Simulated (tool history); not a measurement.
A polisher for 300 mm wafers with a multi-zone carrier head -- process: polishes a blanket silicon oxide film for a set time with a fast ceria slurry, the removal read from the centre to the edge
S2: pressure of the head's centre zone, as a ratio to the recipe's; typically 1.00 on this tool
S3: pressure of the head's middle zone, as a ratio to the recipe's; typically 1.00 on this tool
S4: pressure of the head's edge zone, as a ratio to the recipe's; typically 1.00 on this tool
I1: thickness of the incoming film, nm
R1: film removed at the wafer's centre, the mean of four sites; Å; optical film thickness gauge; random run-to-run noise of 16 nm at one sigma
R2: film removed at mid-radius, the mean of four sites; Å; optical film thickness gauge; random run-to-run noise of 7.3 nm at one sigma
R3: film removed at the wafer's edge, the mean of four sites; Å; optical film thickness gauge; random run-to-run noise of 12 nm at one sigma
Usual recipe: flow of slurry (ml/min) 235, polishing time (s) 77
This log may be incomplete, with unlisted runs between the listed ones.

{"run": 1, "day": 0.0, "flow of slurry (ml/min)": 205, "S2": 1.0, "S3": 1.0, "S4": 1.0, "polishing time (s)": 68, "I1": 3008.6, "R1": 9768, "R2": 9689, "R3": 9616}
{"run": 2, "day": 2.217, "flow of slurry (ml/min)": 235, "S2": 1.0, "S3": 1.0, "S4": 1.0, "polishing time (s)": 77, "I1": 2963.0, "R1": 11511, "R2": 11146, "R3": 10869}
{"run": 3, "day": 4.971, "flow of slurry (ml/min)": 235, "S2": 1.0, "S3": 1.0, "S4": 1.0, "polishing time (s)": 77, "I1": 2950.4, "R1": 11575, "R2": 11106, "R3": 10899}
{"run": 4, "day": 7.071, "flow of slurry (ml/min)": 235, "S2": 1.0, "S3": 1.0, "S4": 1.0, "polishing time (s)": 77, "I1": 2981.9, "R1": 11678, "R2": 11143, "R3": 10765}
{"run": 5, "day": 9.683, "flow of slurry (ml/min)": 160, "S2": 1.0, "S3": 1.0, "S4": 0.93, "polishing time (s)": 51, "I1": 2991.3, "R1": 7189, "R2": 6990, "R3": 6432}
{"day": 12.296, "done": "worn pad replaced by a new one"}
{"run": 6, "day": 12.642, "flow of slurry (ml/min)": 285, "S2": 1.04, "S3": 1.0, "S4": 1.11, "polishing time (s)": 77, "I1": 2958.2, "R1": 12648, "R2": 11329, "R3": 11654}
{"run": 7, "day": 14.771, "flow of slurry (ml/min)": 235, "S2": 1.0, "S3": 0.9, "S4": 1.0, "polishing time (s)": 77, "I1": 2991.8, "R1": 11518, "R2": 10226, "R3": 10789}
{"run": 8, "day": 16.608, "flow of slurry (ml/min)": 235, "S2": 0.94, "S3": 0.96, "S4": 1.07, "polishing time (s)": 69, "I1": 3004.0, "R1": 9918, "R2": 9586, "R3": 10015}
{"run": 9, "day": 17.75, "flow of slurry (ml/min)": 235, "S2": 1.0, "S3": 1.0, "S4": 0.91, "polishing time (s)": 77, "I1": 3052.8, "R1": 11635, "R2": 11272, "R3": 10397}
{"day": 18.008, "done": "edge zone pressure recalibrated"}
{"run": 10, "day": 18.938, "flow of slurry (ml/min)": 285, "S2": 0.92, "S3": 1.0, "S4": 0.91, "polishing time (s)": 77, "I1": 2982.1, "R1": 11403, "R2": 11372, "R3": 10744}
{"day": 19.183, "done": "carrier head's membrane replaced by a new one"}
{"run": 11, "day": 20.758, "flow of slurry (ml/min)": 175, "S2": 1.06, "S3": 1.0, "S4": 1.05, "polishing time (s)": 88, "I1": 3011.6, "R1": 13389, "R2": 12071, "R3": 12098}
{"run": 12, "day": 22.467, "flow of slurry (ml/min)": 235, "S2": 1.0, "S3": 1.0, "S4": 1.0, "polishing time (s)": 77, "I1": 2974.7, "R1": 12074, "R2": 11105, "R3": 10862}
{"run": 13, "day": 25.112, "flow of slurry (ml/min)": 235, "S2": 1.0, "S3": 1.0, "S4": 1.0, "polishing time (s)": 68, "I1": 3028.2, "R1": 10624, "R2": 9801, "R3": 9624}
{"run": 14, "day": 26.946, "flow of slurry (ml/min)": 235, "S2": 1.0, "S3": 0.9, "S4": 1.0, "polishing time (s)": 99, "I1": 3006.7, "R1": 16243, "R2": 12912, "R3": 14032}
{"day": 28.533, "done": "worn pad replaced by a new one"}
{"run": 15, "day": 29.525, "flow of slurry (ml/min)": 175, "S2": 1.0, "S3": 1.0, "S4": 1.0, "polishing time (s)": 77, "I1": 3002.9, "R1": 11462, "R2": 10516, "R3": 10333}
{"run": 16, "day": 30.754, "flow of slurry (ml/min)": 235, "S2": 0.89, "S3": 0.91, "S4": 1.0, "polishing time (s)": 77, "I1": 2995.3, "R1": 11062, "R2": 10227, "R3": 11119}
{"day": 31.517, "done": "slurry nozzle cleaned"}
{"run": 17, "day": 32.621, "flow of slurry (ml/min)": 235, "S2": 1.0, "S3": 1.0, "S4": 0.92, "polishing time (s)": 59, "I1": 2950.5, "R1": 9201, "R2": 8467, "R3": 8053}
{"day": 32.85, "done": "centre zone pressure recalibrated"}
{"run": 18, "day": 35.475, "flow of slurry (ml/min)": 235, "S2": 1.0, "S3": 1.0, "S4": 1.0, "polishing time (s)": 77, "I1": 3037.5, "R1": 10761, "R2": 11140, "R3": 10879}
{"run": 19, "day": 37.604, "flow of slurry (ml/min)": 235, "S2": 1.0, "S3": 1.0, "S4": 1.0, "polishing time (s)": 77, "I1": 2987.3, "R1": 10886, "R2": 11111, "R3": 10773}
{"run": 20, "day": 39.125, "flow of slurry (ml/min)": 235, "S2": 1.04, "S3": 1.0, "S4": 1.0, "polishing time (s)": 89, "I1": 3032.5, "R1": 13204, "R2": 12913, "R3": 12613}
{"run": 21, "day": 41.129, "flow of slurry (ml/min)": 275, "S2": 1.0, "S3": 1.0, "S4": 1.08, "polishing time (s)": 58, "I1": 3029.5, "R1": 8489, "R2": 8616, "R3": 8685}

Below, some changes in R1 between adjacent runs. For each, the amount present without the hidden state too (settings, incoming material, random variation) and the amount remaining for the hidden state with gauge scatter not shared by both compared results:
What the log doesn't record here: removal rate lost through wear of the pad, %; slurry flow missing at the pad, %; deviation of the centre zone's pressure from its setpoint, %; deviation of the edge zone's pressure from its setpoint, %.
Run 5 -> 6: flow of slurry (ml/min) 160 -> 285, S2 1.00 -> 1.04, S4 0.93 -> 1.11, polishing time (s) 51 -> 77, worn pad replaced by a new one. R1 +5459 Å: hidden state +360, all else +5099.
Run 13 -> 14: S3 1.00 -> 0.90, polishing time (s) 68 -> 99. R1 +5619 Å: hidden state +552, all else +5067.
Run 17 -> 18: S4 0.92 -> 1.00, polishing time (s) 59 -> 77, centre zone pressure recalibrated. R1 +1560 Å: hidden state -1170, all else +2730.

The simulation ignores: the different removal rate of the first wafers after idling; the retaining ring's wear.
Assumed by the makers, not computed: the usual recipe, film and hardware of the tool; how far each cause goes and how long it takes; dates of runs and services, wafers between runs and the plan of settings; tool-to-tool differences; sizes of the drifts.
